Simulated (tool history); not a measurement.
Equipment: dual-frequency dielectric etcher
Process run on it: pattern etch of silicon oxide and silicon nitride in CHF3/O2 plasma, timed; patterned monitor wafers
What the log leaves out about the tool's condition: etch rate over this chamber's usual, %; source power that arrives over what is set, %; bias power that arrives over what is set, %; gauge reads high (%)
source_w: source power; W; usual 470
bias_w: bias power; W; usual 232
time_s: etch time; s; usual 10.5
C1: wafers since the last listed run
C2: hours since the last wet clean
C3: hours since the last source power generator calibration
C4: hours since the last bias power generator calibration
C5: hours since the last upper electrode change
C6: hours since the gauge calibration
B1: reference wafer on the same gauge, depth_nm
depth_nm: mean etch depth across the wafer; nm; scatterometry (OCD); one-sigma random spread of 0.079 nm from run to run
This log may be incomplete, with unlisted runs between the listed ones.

Run 1, hour 0: usual settings; C1 0; C2 495.7; C3 2298.1; C4 1979.1; C5 1296.5; C6 735.4; B1 15.9. Result: depth_nm 17.05 nm.
Run 2, hour 25.2: usual settings; C1 394; C2 520.9; C3 2323.3; C4 2004.3; C5 1321.7; C6 760.6; B1 15.89. Result: depth_nm 17.15 nm.
At hour 86.7: wet clean of the chamber.
Run 3, hour 87.2: usual settings; C1 595; C2 0.5; C3 2385.3; C4 2066.3; C5 1383.7; C6 822.6; B1 15.91. Result: depth_nm 16.61 nm.
Run 4, hour 124.4: usual settings but time_s 9 s; C1 582; C2 37.7; C3 2422.5; C4 2103.5; C5 1420.9; C6 859.8; B1 15.89. Result: depth_nm 14.34 nm.
Run 5, hour 260.2: usual settings but time_s 12.5 s; C1 2126; C2 173.5; C3 2558.3; C4 2239.3; C5 1556.7; C6 995.6; B1 15.89. Result: depth_nm 20.03 nm.
Run 6, hour 315.3: usual settings but time_s 12.5 s; C1 862; C2 228.6; C3 2613.4; C4 2294.4; C5 1611.8; C6 1050.7; B1 15.91. Result: depth_nm 20.09 nm.
Run 7, hour 366.1: usual settings but time_s 12.5 s; C1 795; C2 279.4; C3 2664.2; C4 2345.2; C5 1662.6; C6 1101.5; B1 15.9. Result: depth_nm 20.28 nm.
Run 8, hour 425.6: usual settings; C1 931; C2 338.9; C3 2723.7; C4 2404.7; C5 1722.1; C6 1161; B1 15.88. Result: depth_nm 17.01 nm.
Run 9, hour 462.4: usual settings but time_s 9.5 s; C1 576; C2 375.7; C3 2760.5; C4 2441.5; C5 1758.9; C6 1197.8; B1 15.91. Result: depth_nm 15.43 nm.
At hour 491.1: source power generator calibrated.
Run 10, hour 494.6: usual settings; C1 441; C2 407.9; C3 3.5; C4 2473.7; C5 1791.1; C6 1230; B1 15.89. Result: depth_nm 17.17 nm.
At hour 553.9: bias power generator calibrated.
Run 11, hour 585.7: usual settings; C1 1363; C2 499; C3 94.6; C4 31.8; C5 1882.2; C6 1321.1; B1 15.89. Result: depth_nm 17.2 nm.
At hour 652.5: wet clean of the chamber.
Run 12, hour 653: usual settings; C1 678; C2 0.5; C3 161.9; C4 99.1; C5 1949.5; C6 1388.4; B1 15.9. Result: depth_nm 17.64 nm.
At hour 662.8: gauge calibrated.
Run 13, hour 678.5: usual settings; C1 399; C2 26; C3 187.4; C4 124.6; C5 1975; C6 15.7; B1 15.91. Result: depth_nm 17.61 nm.
At hour 708.2: upper electrode replaced.
Run 14, hour 733.3: usual settings but source_w 380 W; C1 482; C2 80.8; C3 242.2; C4 179.4; C5 25.1; C6 70.5; B1 15.9. Result: depth_nm 16.03 nm.
Run 15, hour 785: usual settings but source_w 500 W, bias_w 253 W; C1 809; C2 132.5; C3 293.9; C4 231.1; C5 76.8; C6 122.2; B1 15.9. Result: depth_nm 18.85 nm.
Run 16, hour 814: usual settings but source_w 410 W, bias_w 205 W; C1 454; C2 161.5; C3 322.9; C4 260.1; C5 105.8; C6 151.2; B1 15.9. Result: depth_nm 15.97 nm.
Run 17, hour 873.9: usual settings; C1 937; C2 221.4; C3 382.8; C4 320; C5 165.7; C6 211.1; B1 15.9. Result: depth_nm 17.73 nm.
Run 18, hour 922.9: usual settings; C1 767; C2 270.4; C3 431.8; C4 369; C5 214.7; C6 260.1; B1 15.91. Result: depth_nm 17.95 nm.
At hour 954.5: wet clean of the chamber, repeated, since the last time left the tool worse.
Run 19, hour 957.6: usual settings but source_w 440 W, bias_w 271 W, time_s 13 s; C1 167; C2 3.1; C3 466.5; C4 403.7; C5 249.4; C6 294.8; B1 15.91. Result: depth_nm 21.29 nm.
Run 20, hour 1005.2: usual settings; C1 745; C2 50.7; C3 514.1; C4 451.3; C5 297; C6 342.4; B1 15.9. Result: depth_nm 16.86 nm.
Run 21, hour 1040.4: usual settings but source_w 410 W, bias_w 180 W, time_s 9.5 s; C1 551; C2 85.9; C3 549.3; C4 486.5; C5 332.2; C6 377.6; B1 15.91. Result: depth_nm 12.98 nm.
Run 22, hour 1080.9: usual settings but time_s 9.5 s; C1 634; C2 126.4; C3 589.8; C4 527; C5 372.7; C6 418.1; B1 15.89. Result: depth_nm 15.18 nm.
Run 23, hour 1126.7: usual settings but source_w 360 W, bias_w 280 W, time_s 8 s; C1 717; C2 172.2; C3 635.6; C4 572.8; C5 418.5; C6 463.9; B1 15.91. Result: depth_nm 12.09 nm.
Run 24, hour 1166.4: usual settings but source_w 420 W; C1 621; C2 211.9; C3 675.3; C4 612.5; C5 458.2; C6 503.6; B1 15.9. Result: depth_nm 15.99 nm.
Run 25, hour 1198.6: usual settings but source_w 400 W, bias_w 260 W; C1 504; C2 244.1; C3 707.5; C4 644.7; C5 490.4; C6 535.8; B1 15.9. Result: depth_nm 16.28 nm.
Run 26, hour 1227.5: usual settings but source_w 380 W, bias_w 199 W, time_s 8 s; C1 452; C2 273; C3 736.4; C4 673.6; C5 519.3; C6 564.7; B1 15.91. Result: depth_nm 11.04 nm.

Each row is a separate what-if for the run after 26, all from the same tool condition, not one after another. Results?
Run A, hour 1227.9: usual settings; C1 6; C2 273.4; C3 736.8; C4 674; C5 519.7; C6 565.1; B1 ?. Result: depth_nm ?.
Run B, hour 1227.9: usual settings but bias_w 274 W; C1 6; C2 273.4; C3 736.8; C4 674; C5 519.7; C6 565.1; B1 ?. Result: depth_nm ?.
Run C, hour 1227.9: usual settings but source_w 400 W, bias_w 205 W, time_s 12.5 s; C1 6; C2 273.4; C3 736.8; C4 674; C5 519.7; C6 565.1; B1 ?. Result: depth_nm ?.
Run D, hour 1227.9: usual settings but bias_w 279 W; C1 6; C2 273.4; C3 736.8; C4 674; C5 519.7; C6 565.1; B1 ?. Result: depth_nm ?.
Run E, hour 1227.9: usual settings but bias_w 272 W, time_s 12 s; C1 6; C2 273.4; C3 736.8; C4 674; C5 519.7; C6 565.1; B1 ?. Result: depth_nm ?.

run    B1  depth_nm
  A  15.9     16.84
  B  15.9     17.87
  C  15.9     17.77
  D  15.9     17.99
  E  15.9     20.37
With no hidden state in the tool, these same runs would have given:
run  depth_nm
  A     16.65
  B     17.67
  C     17.57
  D     17.79
  E     20.14
